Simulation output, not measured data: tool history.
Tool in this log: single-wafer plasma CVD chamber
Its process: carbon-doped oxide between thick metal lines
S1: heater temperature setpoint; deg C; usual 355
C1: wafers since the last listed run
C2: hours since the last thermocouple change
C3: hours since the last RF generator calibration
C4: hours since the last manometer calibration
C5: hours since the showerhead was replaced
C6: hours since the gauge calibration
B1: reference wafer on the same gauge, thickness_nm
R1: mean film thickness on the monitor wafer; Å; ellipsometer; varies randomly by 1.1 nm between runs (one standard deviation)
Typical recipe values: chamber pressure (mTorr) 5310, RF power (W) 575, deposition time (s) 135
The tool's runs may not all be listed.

run 1 hour=0.0 | S1=355 chamber_pressure_(mTorr)=5310 RF_power_(W)=575 deposition_time_(s)=135 | C1=0 C2=2243.1 C3=2022.5 C4=2750.0 C5=8751.3 C6=91.4 | B1=731.996 | R1=6943.82
run 2 hour=16.5 | S1=355 chamber_pressure_(mTorr)=5310 RF_power_(W)=575 deposition_time_(s)=135 | C1=178 C2=2259.6 C3=2039.0 C4=2766.5 C5=8767.8 C6=107.9 | B1=732.116 | R1=6922.93
run 3 hour=42.7 | S1=355 chamber_pressure_(mTorr)=5310 RF_power_(W)=575 deposition_time_(s)=135 | C1=283 C2=2285.8 C3=2065.2 C4=2792.7 C5=8794.0 C6=134.1 | B1=731.895 | R1=6932.91
run 4 hour=67.8 | S1=355 chamber_pressure_(mTorr)=5980 RF_power_(W)=575 deposition_time_(s)=153 | C1=271 C2=2310.9 C3=2090.3 C4=2817.8 C5=8819.1 C6=159.2 | B1=731.792 | R1=7951.36
run 5 hour=85.5 | S1=355 chamber_pressure_(mTorr)=5980 RF_power_(W)=575 deposition_time_(s)=153 | C1=191 C2=2328.6 C3=2108.0 C4=2835.5 C5=8836.8 C6=176.9 | B1=731.918 | R1=7963.36
run 6 hour=112.3 | S1=355 chamber_pressure_(mTorr)=5310 RF_power_(W)=515 deposition_time_(s)=135 | C1=290 C2=2355.4 C3=2134.8 C4=2862.3 C5=8863.6 C6=203.7 | B1=732.187 | R1=6554.53
run 7 hour=149.5 | S1=355 chamber_pressure_(mTorr)=5310 RF_power_(W)=515 deposition_time_(s)=135 | C1=402 C2=2392.6 C3=2172.0 C4=2899.5 C5=8900.8 C6=240.9 | B1=731.961 | R1=6561.01
run 8 hour=166.5 | S1=355 chamber_pressure_(mTorr)=5310 RF_power_(W)=515 deposition_time_(s)=135 | C1=183 C2=2409.6 C3=2189.0 C4=2916.5 C5=8917.8 C6=257.9 | B1=732.185 | R1=6573.85
run 9 hour=182.8 | S1=355 chamber_pressure_(mTorr)=5310 RF_power_(W)=500 deposition_time_(s)=135 | C1=176 C2=2425.9 C3=2205.3 C4=2932.8 C5=8934.1 C6=274.2 | B1=731.886 | R1=6469.46
run 10 hour=197.0 | S1=355 chamber_pressure_(mTorr)=6300 RF_power_(W)=480 deposition_time_(s)=143 | C1=153 C2=2440.1 C3=2219.5 C4=2947.0 C5=8948.3 C6=288.4 | B1=732.363 | R1=6803.40
run 11 hour=226.9 | S1=355 chamber_pressure_(mTorr)=5310 RF_power_(W)=575 deposition_time_(s)=135 | C1=323 C2=2470.0 C3=2249.4 C4=2976.9 C5=8978.2 C6=318.3 | B1=731.827 | R1=6930.86
-- hour=253.0 RF generator calibrated
run 12 hour=258.1 | S1=355 chamber_pressure_(mTorr)=4110 RF_power_(W)=575 deposition_time_(s)=146 | C1=251 C2=2501.2 C3=5.1 C4=3008.1 C5=9009.4 C6=349.5 | B1=732.032 | R1=7103.78
run 13 hour=271.2 | S1=347 chamber_pressure_(mTorr)=4770 RF_power_(W)=615 deposition_time_(s)=110 | C1=141 C2=2514.3 C3=18.2 C4=3021.2 C5=9022.5 C6=362.6 | B1=732.240 | R1=5745.27
-- hour=282.3 gauge calibrated
run 14 hour=291.8 | S1=355 chamber_pressure_(mTorr)=5310 RF_power_(W)=575 deposition_time_(s)=155 | C1=222 C2=2534.9 C3=38.8 C4=3041.8 C5=9043.1 C6=9.5 | B1=732.273 | R1=7767.02
-- hour=302.9 thermocouple changed; heater temperature recalibrated
-- hour=311.2 showerhead replaced
-- hour=318.4 RF generator calibrated, repeated, since the last time left the tool worse
-- hour=324.2 capacitance manometer re-zeroed and calibrated
run 15 hour=324.7 | S1=350 chamber_pressure_(mTorr)=5310 RF_power_(W)=575 deposition_time_(s)=148 | C1=41 C2=21.8 C3=6.3 C4=0.5 C5=13.5 C6=42.4 | B1=731.764 | R1=7872.29
run 16 hour=341.3 | S1=355 chamber_pressure_(mTorr)=4590 RF_power_(W)=575 deposition_time_(s)=143 | C1=179 C2=38.4 C3=22.9 C4=17.1 C5=30.1 C6=59.0 | B1=731.925 | R1=7415.01
run 17 hour=377.0 | S1=363 chamber_pressure_(mTorr)=5310 RF_power_(W)=575 deposition_time_(s)=110 | C1=386 C2=74.1 C3=58.6 C4=52.8 C5=65.8 C6=94.7 | B1=731.823 | R1=5686.93
run 18 hour=413.0 | S1=355 chamber_pressure_(mTorr)=5310 RF_power_(W)=500 deposition_time_(s)=135 | C1=389 C2=110.1 C3=94.6 C4=88.8 C5=101.8 C6=130.7 | B1=732.045 | R1=6609.71

The tool's hidden state at each run:
wafer temperature above the value expected at the setpoint (K): 0 in every run
true pressure above the setpoint (%): 0 in every run
gauge reads high (%): 0 in every run
H1: delivered RF power above the setpoint (%)
run=1 H1=-5
run=2 H1=-5.01
run=3 H1=-5.03
run=4 H1=-5.04
run=5 H1=-5.05
run=6 H1=-5.06
run=7 H1=-5.08
run=8 H1=-5.09
run=9 H1=-5.1
run=10 H1=-5.1
run=11 H1=-5.12
run=12 H1=-10.1
run=13 H1=-10.1
run=14 H1=-10.3
run=15 H1=-0.28
run=16 H1=-0.38
run=17 H1=-0.589
run=18 H1=-0.792
